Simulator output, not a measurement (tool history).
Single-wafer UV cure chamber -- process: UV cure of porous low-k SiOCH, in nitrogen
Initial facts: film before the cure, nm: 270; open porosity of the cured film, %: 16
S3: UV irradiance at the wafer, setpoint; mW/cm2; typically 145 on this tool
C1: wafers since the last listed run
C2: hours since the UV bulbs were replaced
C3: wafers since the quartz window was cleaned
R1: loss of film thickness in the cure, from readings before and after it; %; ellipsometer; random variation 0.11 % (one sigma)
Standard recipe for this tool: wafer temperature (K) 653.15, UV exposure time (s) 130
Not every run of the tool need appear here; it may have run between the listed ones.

run 1 hour=0 | wafer_temperature_(K)=653.15 UV_exposure_time_(s)=130 S3=145 | C1=0 C2=1584.3 C3=1786 | R1=7.233
run 2 hour=62.8 | wafer_temperature_(K)=653.15 UV_exposure_time_(s)=130 S3=145 | C1=595 C2=1647.1 C3=2382 | R1=7.155
-- hour=92.1 quartz window cleaned
run 3 hour=120.7 | wafer_temperature_(K)=653.15 UV_exposure_time_(s)=130 S3=145 | C1=473 C2=1705 C3=271 | R1=7.815
run 4 hour=150.5 | wafer_temperature_(K)=653.15 UV_exposure_time_(s)=130 S3=145 | C1=282 C2=1734.8 C3=554 | R1=7.648
run 5 hour=195.4 | wafer_temperature_(K)=653.15 UV_exposure_time_(s)=130 S3=145 | C1=426 C2=1779.7 C3=980 | R1=7.344
run 6 hour=260.2 | wafer_temperature_(K)=653.15 UV_exposure_time_(s)=130 S3=145 | C1=614 C2=1844.5 C3=1594 | R1=7.38
run 7 hour=304.4 | wafer_temperature_(K)=653.15 UV_exposure_time_(s)=130 S3=128 | C1=419 C2=1888.7 C3=2014 | R1=6.628
run 8 hour=344.1 | wafer_temperature_(K)=653.15 UV_exposure_time_(s)=130 S3=145 | C1=376 C2=1928.4 C3=2390 | R1=7.147
-- hour=397.6 UV bulbs replaced
run 9 hour=401.1 | wafer_temperature_(K)=653.15 UV_exposure_time_(s)=130 S3=145 | C1=464 C2=3.5 C3=2855 | R1=8.541
-- hour=412.2 quartz window cleaned
run 10 hour=458.7 | wafer_temperature_(K)=653.15 UV_exposure_time_(s)=130 S3=145 | C1=470 C2=61.1 C3=440 | R1=9.197
run 11 hour=493.5 | wafer_temperature_(K)=653.15 UV_exposure_time_(s)=130 S3=145 | C1=330 C2=95.9 C3=771 | R1=8.883
run 12 hour=532.8 | wafer_temperature_(K)=653.15 UV_exposure_time_(s)=130 S3=145 | C1=372 C2=135.2 C3=1144 | R1=8.669
run 13 hour=580.3 | wafer_temperature_(K)=653.15 UV_exposure_time_(s)=55 S3=135 | C1=450 C2=182.7 C3=1594 | R1=5.11
run 14 hour=623 | wafer_temperature_(K)=653.15 UV_exposure_time_(s)=130 S3=122 | C1=405 C2=225.4 C3=1999 | R1=7.676
run 15 hour=678.8 | wafer_temperature_(K)=653.15 UV_exposure_time_(s)=160 S3=145 | C1=529 C2=281.2 C3=2529 | R1=9.113
run 16 hour=705.1 | wafer_temperature_(K)=653.15 UV_exposure_time_(s)=130 S3=129 | C1=249 C2=307.5 C3=2778 | R1=7.569
-- hour=759.4 quartz window cleaned
run 17 hour=759.9 | wafer_temperature_(K)=653.15 UV_exposure_time_(s)=130 S3=145 | C1=444 C2=362.3 C3=4 | R1=9.061
run 18 hour=810 | wafer_temperature_(K)=653.15 UV_exposure_time_(s)=130 S3=145 | C1=475 C2=412.4 C3=479 | R1=8.511
run 19 hour=873.5 | wafer_temperature_(K)=639.15 UV_exposure_time_(s)=130 S3=164 | C1=602 C2=475.9 C3=1082 | R1=8.625
run 20 hour=935.6 | wafer_temperature_(K)=653.15 UV_exposure_time_(s)=130 S3=145 | C1=589 C2=538 C3=1671 | R1=8.062
-- hour=1068.8 quartz window cleaned
run 21 hour=1133.9 | wafer_temperature_(K)=653.15 UV_exposure_time_(s)=155 S3=166 | C1=1805 C2=736.3 C3=618 | R1=9.279
run 22 hour=1198.3 | wafer_temperature_(K)=653.15 UV_exposure_time_(s)=130 S3=129 | C1=611 C2=800.7 C3=1229 | R1=7.445
run 23 hour=1228.6 | wafer_temperature_(K)=663.15 UV_exposure_time_(s)=160 S3=161 | C1=287 C2=831 C3=1516 | R1=9.123
run 24 hour=1293.6 | wafer_temperature_(K)=641.15 UV_exposure_time_(s)=155 S3=145 | C1=616 C2=896 C3=2133 | R1=8.148
run 25 hour=1321.6 | wafer_temperature_(K)=637.15 UV_exposure_time_(s)=60 S3=128 | C1=265 C2=924 C3=2398 | R1=4.16

Predict each of these 5 candidate next runs independently; none follows another, all start after run 25:
run A hour=1322.1 | wafer_temperature_(K)=653.15 UV_exposure_time_(s)=130 S3=145 | C1=4 C2=924.5 C3=2403 | R1=?
run B hour=1322.1 | wafer_temperature_(K)=646.15 UV_exposure_time_(s)=95 S3=159 | C1=4 C2=924.5 C3=2403 | R1=?
run C hour=1322.1 | wafer_temperature_(K)=666.15 UV_exposure_time_(s)=105 S3=145 | C1=4 C2=924.5 C3=2403 | R1=?
run D hour=1322.1 | wafer_temperature_(K)=667.15 UV_exposure_time_(s)=195 S3=158 | C1=4 C2=924.5 C3=2403 | R1=?
run E hour=1322.1 | wafer_temperature_(K)=665.15 UV_exposure_time_(s)=85 S3=165 | C1=4 C2=924.5 C3=2403 | R1=?

run=A R1=7.634
run=B R1=6.663
run=C R1=7.003
run=D R1=9.883
run=E R1=6.674
What these runs would have given with no unlogged condition in the tool:
run=A R1=10.018
run=B R1=8.964
run=C R1=9.334
run=D R1=12.445
run=E R1=8.975

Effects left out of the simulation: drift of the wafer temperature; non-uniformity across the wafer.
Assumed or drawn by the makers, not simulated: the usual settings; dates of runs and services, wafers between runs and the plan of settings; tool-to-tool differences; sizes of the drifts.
